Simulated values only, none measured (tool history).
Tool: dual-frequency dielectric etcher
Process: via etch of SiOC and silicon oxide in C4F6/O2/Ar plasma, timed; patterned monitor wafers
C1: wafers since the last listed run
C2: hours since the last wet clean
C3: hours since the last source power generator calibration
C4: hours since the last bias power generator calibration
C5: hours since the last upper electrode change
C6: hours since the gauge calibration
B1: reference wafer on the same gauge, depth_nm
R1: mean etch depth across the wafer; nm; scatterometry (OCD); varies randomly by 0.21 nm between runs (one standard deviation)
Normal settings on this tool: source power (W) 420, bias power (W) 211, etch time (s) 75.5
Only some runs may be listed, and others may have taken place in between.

Run 1, hour 0.0: usual settings; C1 0; C2 162.1; C3 1012.6; C4 35.0; C5 4677.1; C6 1299.5; B1 86.8. Result: R1 96.1 nm.
Run 2, hour 100.4: usual settings; C1 1480; C2 262.5; C3 1113.0; C4 135.4; C5 4777.5; C6 1399.9; B1 86.8. Result: R1 95.3 nm.
Run 3, hour 145.4: usual settings but bias power (W) 253; C1 663; C2 307.5; C3 1158.0; C4 180.4; C5 4822.5; C6 1444.9; B1 86.7. Result: R1 101.7 nm.
Run 4, hour 219.4: usual settings; C1 1091; C2 381.5; C3 1232.0; C4 254.4; C5 4896.5; C6 1518.9; B1 86.8. Result: R1 95.9 nm.
Run 5, hour 313.4: usual settings but source power (W) 440; C1 1386; C2 475.5; C3 1326.0; C4 348.4; C5 4990.5; C6 1612.9; B1 86.8. Result: R1 97.2 nm.
At hour 496.1: wet clean of the chamber.
Run 6, hour 619.2: usual settings but source power (W) 440; C1 4155; C2 123.1; C3 1631.8; C4 654.2; C5 5296.3; C6 1918.7; B1 86.8. Result: R1 98.3 nm.
At hour 704.6: source power generator calibrated.
Run 7, hour 705.1: usual settings; C1 1207; C2 209.0; C3 0.5; C4 740.1; C5 5382.2; C6 2004.6; B1 86.8. Result: R1 95.1 nm.
Run 8, hour 793.9: usual settings but bias power (W) 196; C1 1309; C2 297.8; C3 89.3; C4 828.9; C5 5471.0; C6 2093.4; B1 86.8. Result: R1 92.8 nm.
Run 9, hour 852.1: usual settings but source power (W) 470, bias power (W) 170; C1 858; C2 356.0; C3 147.5; C4 887.1; C5 5529.2; C6 2151.6; B1 86.8. Result: R1 91.9 nm.
Run 10, hour 951.3: usual settings but bias power (W) 171, etch time (s) 93.5; C1 1462; C2 455.2; C3 246.7; C4 986.3; C5 5628.4; C6 2250.8; B1 86.7. Result: R1 110.1 nm.
At hour 999.3: upper electrode replaced.
Run 11, hour 1024.5: usual settings; C1 725; C2 528.4; C3 319.9; C4 1059.5; C5 25.2; C6 2324.0; B1 86.8. Result: R1 94.6 nm.
Run 12, hour 1102.5: usual settings but bias power (W) 175, etch time (s) 92.0; C1 1150; C2 606.4; C3 397.9; C4 1137.5; C5 103.2; C6 2402.0; B1 86.7. Result: R1 108.8 nm.
Run 13, hour 1226.6: usual settings but source power (W) 490; C1 1829; C2 730.5; C3 522.0; C4 1261.6; C5 227.3; C6 2526.1; B1 86.7. Result: R1 99.0 nm.
Run 14, hour 1271.4: usual settings; C1 660; C2 775.3; C3 566.8; C4 1306.4; C5 272.1; C6 2570.9; B1 86.9. Result: R1 94.3 nm.
At hour 1297.1: wet clean of the chamber.
Run 15, hour 1342.3: usual settings but source power (W) 510, bias power (W) 261, etch time (s) 88.5; C1 691; C2 45.2; C3 637.7; C4 1377.3; C5 343.0; C6 2641.8; B1 86.9. Result: R1 126.9 nm.
At hour 1379.3: gauge calibrated.
Run 16, hour 1414.9: usual settings but source power (W) 500, etch time (s) 93.0; C1 1070; C2 117.8; C3 710.3; C4 1449.9; C5 415.6; C6 35.6; B1 86.8. Result: R1 124.5 nm.
Run 17, hour 1520.3: usual settings but source power (W) 490, bias power (W) 249, etch time (s) 94.0; C1 1554; C2 223.2; C3 815.7; C4 1555.3; C5 521.0; C6 141.0; B1 86.8. Result: R1 131.6 nm.
Run 18, hour 1581.6: usual settings but source power (W) 330, bias power (W) 243, etch time (s) 64.5; C1 903; C2 284.5; C3 877.0; C4 1616.6; C5 582.3; C6 202.3; B1 86.8. Result: R1 79.3 nm.
Run 19, hour 1670.2: usual settings; C1 1306; C2 373.1; C3 965.6; C4 1705.2; C5 670.9; C6 290.9; B1 86.8. Result: R1 95.6 nm.
Run 20, hour 1750.5: usual settings; C1 1184; C2 453.4; C3 1045.9; C4 1785.5; C5 751.2; C6 371.2; B1 86.8. Result: R1 95.0 nm.
Run 21, hour 1844.3: usual settings; C1 1383; C2 547.2; C3 1139.7; C4 1879.3; C5 845.0; C6 465.0; B1 86.8. Result: R1 95.4 nm.
Run 22, hour 1897.4: usual settings but source power (W) 510; C1 782; C2 600.3; C3 1192.8; C4 1932.4; C5 898.1; C6 518.1; B1 86.8. Result: R1 101.1 nm.
Run 23, hour 1966.1: usual settings; C1 1013; C2 669.0; C3 1261.5; C4 2001.1; C5 966.8; C6 586.8; B1 86.8. Result: R1 95.1 nm.
At hour 2020.7: wet clean of the chamber.
Run 24, hour 2071.2: usual settings but bias power (W) 230; C1 1195; C2 50.5; C3 1366.6; C4 2106.2; C5 1071.9; C6 691.9; B1 86.9. Result: R1 98.8 nm.
Run 25, hour 2153.1: usual settings; C1 1207; C2 132.4; C3 1448.5; C4 2188.1; C5 1153.8; C6 773.8; B1 86.8. Result: R1 96.4 nm.
Run 26, hour 2260.4: usual settings but bias power (W) 167; C1 1582; C2 239.7; C3 1555.8; C4 2295.4; C5 1261.1; C6 881.1; B1 86.7. Result: R1 89.6 nm.
Run 27, hour 2310.4: usual settings but etch time (s) 62.5; C1 737; C2 289.7; C3 1605.8; C4 2345.4; C5 1311.1; C6 931.1; B1 86.8. Result: R1 79.8 nm.
Run 28, hour 2392.3: usual settings but source power (W) 480, bias power (W) 183, etch time (s) 57.0; C1 1207; C2 371.6; C3 1687.7; C4 2427.3; C5 1393.0; C6 1013.0; B1 86.8. Result: R1 72.0 nm.
Run 29, hour 2490.3: usual settings but source power (W) 480, bias power (W) 169, etch time (s) 84.5; C1 1445; C2 469.6; C3 1785.7; C4 2525.3; C5 1491.0; C6 1111.0; B1 86.8. Result: R1 104.6 nm.

Each row is a separate what-if for the run after 29, all from the same tool condition, not one after another. Results?
Run A, hour 2490.7: usual settings; C1 5; C2 470.0; C3 1786.1; C4 2525.7; C5 1491.4; C6 1111.4; B1 ?. Result: R1 ?.
Run B, hour 2490.7: usual settings but bias power (W) 247; C1 5; C2 470.0; C3 1786.1; C4 2525.7; C5 1491.4; C6 1111.4; B1 ?. Result: R1 ?.
Run C, hour 2490.7: usual settings but source power (W) 450, bias power (W) 251, etch time (s) 81.5; C1 5; C2 470.0; C3 1786.1; C4 2525.7; C5 1491.4; C6 1111.4; B1 ?. Result: R1 ?.
Run D, hour 2490.7: usual settings but source power (W) 390, etch time (s) 68.5; C1 5; C2 470.0; C3 1786.1; C4 2525.7; C5 1491.4; C6 1111.4; B1 ?. Result: R1 ?.

run    B1     R1
  A  86.8   96.0
  B  86.8  101.0
  C  86.8  111.9
  D  86.8   85.2
Stripped of hidden state, with their random variation kept, the same runs would have yielded:
run     R1
  A   95.4
  B  100.4
  C  111.2
  D   84.7

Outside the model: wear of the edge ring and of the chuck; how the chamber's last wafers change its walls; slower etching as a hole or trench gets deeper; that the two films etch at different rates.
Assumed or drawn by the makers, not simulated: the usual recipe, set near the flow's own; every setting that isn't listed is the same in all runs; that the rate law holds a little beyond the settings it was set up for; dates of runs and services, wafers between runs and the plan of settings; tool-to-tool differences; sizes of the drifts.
